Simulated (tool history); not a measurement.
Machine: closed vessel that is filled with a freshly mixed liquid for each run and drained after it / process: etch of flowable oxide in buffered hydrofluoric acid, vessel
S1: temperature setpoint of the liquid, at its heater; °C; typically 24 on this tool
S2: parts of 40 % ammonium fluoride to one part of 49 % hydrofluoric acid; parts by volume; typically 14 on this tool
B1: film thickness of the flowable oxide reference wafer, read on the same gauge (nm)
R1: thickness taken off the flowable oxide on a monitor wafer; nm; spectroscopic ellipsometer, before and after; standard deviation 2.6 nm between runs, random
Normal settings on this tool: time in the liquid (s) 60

Run 1, hour 0: usual settings; B1 69.97. Result: R1 262.74 nm.
At hour 13.1: gauge calibrated.
Run 2, hour 28.9: usual settings; B1 69.98. Result: R1 261.54 nm.
Run 3, hour 51.8: usual settings; B1 69.97. Result: R1 263.74 nm.
Run 4, hour 67.4: usual settings; B1 70.02. Result: R1 261.57 nm.
Run 5, hour 102.4: usual settings but time in the liquid (s) 85; B1 69.96. Result: R1 379.64 nm.
Run 6, hour 134.4: usual settings but S2 11.5 parts by volume; B1 70.03. Result: R1 324.48 nm.
Run 7, hour 152.3: usual settings but S2 11.5 parts by volume; B1 69.95. Result: R1 324.28 nm.
Run 8, hour 174.9: usual settings but S2 11.5 parts by volume; B1 70.05. Result: R1 316.7 nm.
Run 9, hour 191.3: usual settings; B1 69.97. Result: R1 267.02 nm.
Run 10, hour 224.9: usual settings; B1 70.01. Result: R1 266.42 nm.
Run 11, hour 245.3: usual settings but S2 15.5 parts by volume; B1 69.99. Result: R1 237.92 nm.
Run 12, hour 257.5: usual settings but S2 15.5 parts by volume; B1 69.99. Result: R1 238.15 nm.
Run 13, hour 280.4: usual settings but S1 20 °C; B1 69.99. Result: R1 214.05 nm.
Run 14, hour 312.5: usual settings; B1 70.04. Result: R1 262.56 nm.
Run 15, hour 340.5: usual settings; B1 69.98. Result: R1 264.29 nm.
Run 16, hour 360.7: usual settings but S1 26.5 °C; B1 70.01. Result: R1 303.49 nm.
Run 17, hour 392.4: usual settings but S2 12 parts by volume; B1 69.99. Result: R1 306.18 nm.
Run 18, hour 404.5: usual settings but S2 11 parts by volume, time in the liquid (s) 70; B1 69.97. Result: R1 393.62 nm.
Run 19, hour 437.5: usual settings but S2 11.5 parts by volume, time in the liquid (s) 45; B1 70.01. Result: R1 244.17 nm.
At hour 453: thermometer replaced.
Run 20, hour 453.5: usual settings but S2 12 parts by volume, time in the liquid (s) 30; B1 70. Result: R1 151.6 nm.
At hour 471.7: hydrofluoric acid flow meter replaced.
Run 21, hour 485.8: usual settings; B1 69.98. Result: R1 261.31 nm.
Run 22, hour 512.6: usual settings; B1 69.95. Result: R1 263.27 nm.
At hour 536: gauge calibrated.
Run 23, hour 548.1: usual settings but S1 22.5 °C; B1 70.01. Result: R1 247.59 nm.
Run 24, hour 581.6: usual settings but S1 29 °C, S2 17.5 parts by volume, time in the liquid (s) 85; B1 70.01. Result: R1 391.14 nm.
Run 25, hour 610.8: usual settings; B1 70.01. Result: R1 263.11 nm.
Run 26, hour 625.4: usual settings but S2 17.5 parts by volume; B1 70. Result: R1 213.54 nm.
Run 27, hour 644.6: usual settings but S1 27 °C; B1 69.94. Result: R1 306.89 nm.
Run 28, hour 671.8: usual settings; B1 69.95. Result: R1 265.94 nm.
Run 29, hour 688.3: usual settings; B1 70.02. Result: R1 261.34 nm.
Run 30, hour 719: usual settings; B1 70. Result: R1 265.53 nm.
Run 31, hour 754.4: usual settings but S1 26.5 °C, S2 16 parts by volume, time in the liquid (s) 80; B1 70.03. Result: R1 354.18 nm.
Run 32, hour 773.6: usual settings but S1 19 °C, S2 18.5 parts by volume, time in the liquid (s) 80; B1 70.03. Result: R1 206.48 nm.

Consider 5 possible next runs. They are alternatives, not a sequence: every one starts from the tool as it was left by run 32. What does each give?
Run A, hour 774.3: usual settings; B1 ?. Result: R1 ?.
Run B, hour 774.3: usual settings but time in the liquid (s) 35; B1 ?. Result: R1 ?.
Run C, hour 774.3: usual settings but S1 25.5 °C, S2 18 parts by volume, time in the liquid (s) 85; B1 ?. Result: R1 ?.
Run D, hour 774.3: usual settings but S2 16 parts by volume; B1 ?. Result: R1 ?.
Run E, hour 774.3: usual settings but S2 9.5 parts by volume; B1 ?. Result: R1 ?.

run     B1      R1
  A  69.99  265.14
  B  69.99  154.66
  C  69.99  318.31
  D  69.99  232.54
  E  69.99  380.41
Without the tool's hidden state the same runs would have given:
run      R1
  A  265.14
  B  154.66
  C  318.31
  D  232.54
  E  380.41
